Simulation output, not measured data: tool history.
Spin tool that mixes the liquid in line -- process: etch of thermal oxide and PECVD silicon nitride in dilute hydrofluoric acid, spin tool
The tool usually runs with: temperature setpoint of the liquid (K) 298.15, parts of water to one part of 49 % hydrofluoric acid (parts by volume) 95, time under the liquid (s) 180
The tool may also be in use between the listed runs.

| run | hour | temperature setpoint of the liquid (K) | parts of water to one part of 49 % hydrofluoric acid (parts by volume) | time under the liquid (s) | read-back film thickness of the thermal oxide reference wafer, read on the same gauge (nm) | read-back film thickness of the PECVD silicon nitride reference wafer, read on the same gauge (nm) | thickness taken off the thermal oxide on a monitor wafer (Å) | thickness taken off the PECVD silicon nitride on a monitor wafer (Å) |
|---|---|---|---|---|---|---|---|---|
| 1 | 0.0 | 298.15 | 95 | 180 | 79.99 | 140.007 | 86.3 | 42.18 |
| 2 | 85.4 | 298.15 | 95 | 180 | 79.99 | 139.963 | 87.3 | 42.55 |
| 3 | 121.4 | 298.15 | 95 | 180 | 79.99 | 139.984 | 87.6 | 42.45 |
| 4 | 171.3 | 298.15 | 95 | 180 | 80.01 | 139.994 | 88.5 | 42.95 |
|  | 238.6 | thermometer replaced |
| 5 | 261.2 | 298.15 | 95 | 180 | 80.00 | 140.006 | 83.9 | 39.38 |
|  | 303.2 | hydrofluoric acid flow meter replaced |
| 6 | 319.2 | 298.15 | 95 | 180 | 80.00 | 140.031 | 81.7 | 38.20 |
|  | 369.4 | gauge calibrated |
| 7 | 378.6 | 298.15 | 95 | 180 | 80.00 | 140.014 | 80.8 | 38.22 |
| 8 | 476.3 | 298.15 | 95 | 180 | 80.02 | 139.980 | 81.4 | 38.22 |
| 9 | 573.4 | 298.15 | 95 | 180 | 80.00 | 140.021 | 81.7 | 38.28 |
| 10 | 634.2 | 298.15 | 125 | 235 | 79.99 | 140.033 | 78.2 | 38.18 |
| 11 | 718.1 | 298.15 | 95 | 90 | 79.99 | 140.045 | 40.5 | 19.45 |
| 12 | 776.9 | 295.65 | 95 | 150 | 80.00 | 139.967 | 62.2 | 27.36 |
| 13 | 846.4 | 298.15 | 95 | 180 | 80.01 | 139.986 | 82.5 | 39.16 |
| 14 | 1056.5 | 295.65 | 60 | 145 | 79.98 | 140.030 | 100.4 | 41.49 |
| 15 | 1113.8 | 293.65 | 95 | 265 | 80.01 | 140.004 | 102.9 | 42.85 |
| 16 | 1200.1 | 293.65 | 95 | 265 | 79.97 | 139.956 | 103.6 | 43.82 |
| 17 | 1265.3 | 301.65 | 125 | 180 | 80.00 | 140.012 | 70.3 | 38.37 |
| 18 | 1334.6 | 296.65 | 95 | 180 | 80.01 | 140.017 | 79.0 | 35.85 |
| 19 | 1376.8 | 302.15 | 65 | 150 | 80.00 | 139.993 | 124.6 | 64.18 |
| 20 | 1473.4 | 300.15 | 95 | 180 | 79.99 | 139.983 | 92.0 | 46.03 |
| 21 | 1518.7 | 298.15 | 95 | 180 | 79.99 | 140.021 | 84.8 | 41.04 |
| 22 | 1597.3 | 298.15 | 95 | 180 | 80.01 | 140.010 | 85.7 | 40.71 |
|  | 1630.3 | thermometer replaced |
| 23 | 1899.3 | 298.15 | 95 | 180 | 80.00 | 140.008 | 83.1 | 39.96 |
| 24 | 1941.1 | 298.15 | 110 | 130 | 80.01 | 139.980 | 51.0 | 24.29 |
| 25 | 2004.2 | 294.65 | 115 | 180 | 80.02 | 139.957 | 58.9 | 25.87 |

Consider 4 possible next runs. They are alternatives, not a sequence: every one starts from the tool as it was left by run 25. What does each give?
| A | 2004.7 | 298.15 | 65 | 180 | ? | ? | ? | ? |
| B | 2004.7 | 300.15 | 60 | 215 | ? | ? | ? | ? |
| C | 2004.7 | 301.65 | 65 | 245 | ? | ? | ? | ? |
| D | 2004.7 | 298.15 | 130 | 270 | ? | ? | ? | ? |

| run | read-back film thickness of the thermal oxide reference wafer, read on the same gauge (nm) | read-back film thickness of the PECVD silicon nitride reference wafer, read on the same gauge (nm) | thickness taken off the thermal oxide on a monitor wafer (Å) | thickness taken off the PECVD silicon nitride on a monitor wafer (Å) |
|---|---|---|---|---|
| A | 80.00 | 140.021 | 127.4 | 58.28 |
| B | 80.00 | 140.021 | 179.8 | 85.94 |
| C | 80.00 | 140.021 | 199.2 | 99.73 |
| D | 80.00 | 140.021 | 88.1 | 44.02 |
What these runs would have given with no unlogged condition in the tool:
| run | thickness taken off the thermal oxide on a monitor wafer (Å) | thickness taken off the PECVD silicon nitride on a monitor wafer (Å) |
|---|---|---|
| A | 122.0 | 55.32 |
| B | 172.2 | 81.60 |
| C | 190.9 | 94.73 |
| D | 84.3 | 41.81 |
